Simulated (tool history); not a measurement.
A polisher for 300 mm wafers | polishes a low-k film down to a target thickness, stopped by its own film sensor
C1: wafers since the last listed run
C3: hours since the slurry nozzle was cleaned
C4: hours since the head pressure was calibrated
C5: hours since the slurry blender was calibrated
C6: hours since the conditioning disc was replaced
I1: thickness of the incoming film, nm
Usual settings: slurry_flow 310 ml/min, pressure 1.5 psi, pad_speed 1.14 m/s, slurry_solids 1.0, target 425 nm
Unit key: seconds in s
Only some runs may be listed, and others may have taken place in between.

run 1 day=0.000 | slurry_flow=310 pressure=1.5 pad_speed=1.14 slurry_solids=1.0 target=425 | C1=0 wafers_polished_on_this_pad=817 C3=351.4 C4=722.4 C5=34.8 C6=61.5 | I1=454.0 | seconds=69.5
run 2 day=1.083 | slurry_flow=310 pressure=1.5 pad_speed=1.14 slurry_solids=1.0 target=425 | C1=179 wafers_polished_on_this_pad=996 C3=377.4 C4=748.4 C5=60.8 C6=87.5 | I1=464.2 | seconds=97.1
run 3 day=1.829 | slurry_flow=310 pressure=1.5 pad_speed=1.14 slurry_solids=1.0 target=425 | C1=123 wafers_polished_on_this_pad=1119 C3=395.3 C4=766.3 C5=78.7 C6=105.4 | I1=466.1 | seconds=100.1
run 4 day=2.788 | slurry_flow=310 pressure=1.5 pad_speed=1.14 slurry_solids=1.0 target=425 | C1=158 wafers_polished_on_this_pad=1278 C3=418.3 C4=789.3 C5=101.7 C6=128.4 | I1=469.1 | seconds=109.2
-- day=3.446 worn pad replaced by a new one
run 5 day=3.817 | slurry_flow=310 pressure=1.5 pad_speed=1.14 slurry_solids=1.0 target=425 | C1=142 wafers_polished_on_this_pad=61 C3=443.0 C4=814.0 C5=126.4 C6=153.1 | I1=453.2 | seconds=68.5
run 6 day=4.996 | slurry_flow=310 pressure=1.2 pad_speed=1.52 slurry_solids=1.0 target=414 | C1=194 wafers_polished_on_this_pad=256 C3=471.3 C4=842.3 C5=154.7 C6=181.4 | I1=460.4 | seconds=112.1
run 7 day=5.667 | slurry_flow=310 pressure=1.5 pad_speed=1.14 slurry_solids=1.0 target=425 | C1=110 wafers_polished_on_this_pad=367 C3=487.4 C4=858.4 C5=170.8 C6=197.5 | I1=460.5 | seconds=85.0
run 8 day=6.938 | slurry_flow=255 pressure=1.1 pad_speed=1.14 slurry_solids=1.0 target=425 | C1=210 wafers_polished_on_this_pad=577 C3=517.9 C4=888.9 C5=201.3 C6=228.0 | I1=457.0 | seconds=108.5
run 9 day=8.200 | slurry_flow=210 pressure=1.2 pad_speed=0.80 slurry_solids=1.0 target=436 | C1=208 wafers_polished_on_this_pad=785 C3=548.2 C4=919.2 C5=231.6 C6=258.3 | I1=460.7 | seconds=105.3
-- day=8.571 slurry blender recalibrated
run 10 day=8.921 | slurry_flow=310 pressure=1.5 pad_speed=1.14 slurry_solids=1.0 target=425 | C1=105 wafers_polished_on_this_pad=891 C3=565.5 C4=936.5 C5=8.4 C6=275.6 | I1=465.8 | seconds=100.0
-- day=9.321 head pressure recalibrated
-- day=9.908 conditioning disc replaced and pad reconditioned
run 11 day=10.288 | slurry_flow=310 pressure=1.5 pad_speed=1.14 slurry_solids=1.0 target=425 | C1=198 wafers_polished_on_this_pad=1089 C3=598.3 C4=23.2 C5=41.2 C6=9.1 | I1=463.2 | seconds=96.4
run 12 day=11.058 | slurry_flow=310 pressure=1.1 pad_speed=1.14 slurry_solids=1.2 target=425 | C1=127 wafers_polished_on_this_pad=1216 C3=616.8 C4=41.7 C5=59.7 C6=27.6 | I1=459.7 | seconds=109.8
run 13 day=11.604 | slurry_flow=310 pressure=1.8 pad_speed=1.14 slurry_solids=1.0 target=425 | C1=90 wafers_polished_on_this_pad=1307 C3=629.9 C4=54.8 C5=72.8 C6=40.7 | I1=459.1 | seconds=70.5
-- day=12.125 slurry nozzle cleaned
-- day=12.471 worn pad replaced by a new one
run 14 day=12.492 | slurry_flow=310 pressure=1.7 pad_speed=1.24 slurry_solids=1.0 target=420 | C1=112 wafers_polished_on_this_pad=3 C3=8.8 C4=76.1 C5=94.1 C6=62.0 | I1=463.3 | seconds=84.3
run 15 day=13.058 | slurry_flow=310 pressure=1.5 pad_speed=1.52 slurry_solids=0.9 target=418 | C1=93 wafers_polished_on_this_pad=97 C3=22.4 C4=89.7 C5=107.7 C6=75.6 | I1=462.8 | seconds=89.6
-- day=17.050 slurry blender recalibrated
run 16 day=17.121 | slurry_flow=385 pressure=1.5 pad_speed=1.42 slurry_solids=0.7 target=422 | C1=657 wafers_polished_on_this_pad=754 C3=119.9 C4=187.2 C5=1.7 C6=173.1 | I1=459.5 | seconds=89.9
run 17 day=18.471 | slurry_flow=310 pressure=1.5 pad_speed=1.14 slurry_solids=0.9 target=425 | C1=223 wafers_polished_on_this_pad=977 C3=152.3 C4=219.6 C5=34.1 C6=205.5 | I1=457.0 | seconds=80.3
run 18 day=19.079 | slurry_flow=310 pressure=1.1 pad_speed=1.14 slurry_solids=1.0 target=425 | C1=100 wafers_polished_on_this_pad=1078 C3=166.9 C4=234.2 C5=48.7 C6=220.1 | I1=463.6 | seconds=129.3
run 19 day=20.225 | slurry_flow=365 pressure=1.7 pad_speed=1.28 slurry_solids=1.0 target=420 | C1=189 wafers_polished_on_this_pad=1267 C3=194.4 C4=261.7 C5=76.2 C6=247.6 | I1=459.5 | seconds=73.5
-- day=21.512 worn pad replaced by a new one
run 20 day=21.617 | slurry_flow=265 pressure=1.5 pad_speed=1.14 slurry_solids=1.0 target=425 | C1=202 wafers_polished_on_this_pad=17 C3=227.8 C4=295.1 C5=109.6 C6=281.0 | I1=461.7 | seconds=89.1
run 21 day=22.183 | slurry_flow=310 pressure=1.5 pad_speed=1.14 slurry_solids=1.0 target=425 | C1=93 wafers_polished_on_this_pad=110 C3=241.4 C4=308.7 C5=123.2 C6=294.6 | I1=460.6 | seconds=86.2
run 22 day=23.625 | slurry_flow=310 pressure=1.9 pad_speed=1.14 slurry_solids=1.0 target=425 | C1=238 wafers_polished_on_this_pad=349 C3=276.0 C4=343.3 C5=157.8 C6=329.2 | I1=458.0 | seconds=61.8
-- day=23.950 conditioning disc replaced and pad reconditioned
run 23 day=24.662 | slurry_flow=310 pressure=1.2 pad_speed=1.14 slurry_solids=1.1 target=425 | C1=157 wafers_polished_on_this_pad=506 C3=300.9 C4=368.2 C5=182.7 C6=17.1 | I1=466.8 | seconds=120.0
run 24 day=25.675 | slurry_flow=310 pressure=1.5 pad_speed=1.14 slurry_solids=1.1 target=425 | C1=167 wafers_polished_on_this_pad=674 C3=325.2 C4=392.5 C5=207.0 C6=41.4 | I1=461.9 | seconds=83.6
run 25 day=26.396 | slurry_flow=205 pressure=1.3 pad_speed=1.00 slurry_solids=1.3 target=425 | C1=119 wafers_polished_on_this_pad=793 C3=342.5 C4=409.8 C5=224.3 C6=58.7 | I1=462.2 | seconds=107.2

Each row is a separate what-if for the run after 25, all from the same tool condition, not one after another. Results?
run A day=26.417 | slurry_flow=310 pressure=1.5 pad_speed=1.14 slurry_solids=1.0 target=425 | C1=3 wafers_polished_on_this_pad=796 C3=343.0 C4=410.3 C5=224.8 C6=59.2 | I1=459.7 | seconds=?
run B day=26.417 | slurry_flow=210 pressure=1.1 pad_speed=1.14 slurry_solids=1.0 target=425 | C1=3 wafers_polished_on_this_pad=796 C3=343.0 C4=410.3 C5=224.8 C6=59.2 | I1=459.7 | seconds=?
run C day=26.417 | slurry_flow=310 pressure=1.9 pad_speed=1.38 slurry_solids=1.0 target=425 | C1=3 wafers_polished_on_this_pad=796 C3=343.0 C4=410.3 C5=224.8 C6=59.2 | I1=459.7 | seconds=?
run D day=26.417 | slurry_flow=310 pressure=1.3 pad_speed=1.14 slurry_solids=1.2 target=425 | C1=3 wafers_polished_on_this_pad=796 C3=343.0 C4=410.3 C5=224.8 C6=59.2 | I1=459.7 | seconds=?

run=A seconds=83.7
run=B seconds=118.0
run=C seconds=56.7
run=D seconds=89.4
The same runs, with their run-to-run variation unchanged, on a tool lacking any hidden condition would have given:
run=A seconds=82.8
run=B seconds=116.3
run=C seconds=56.1
run=D seconds=88.4
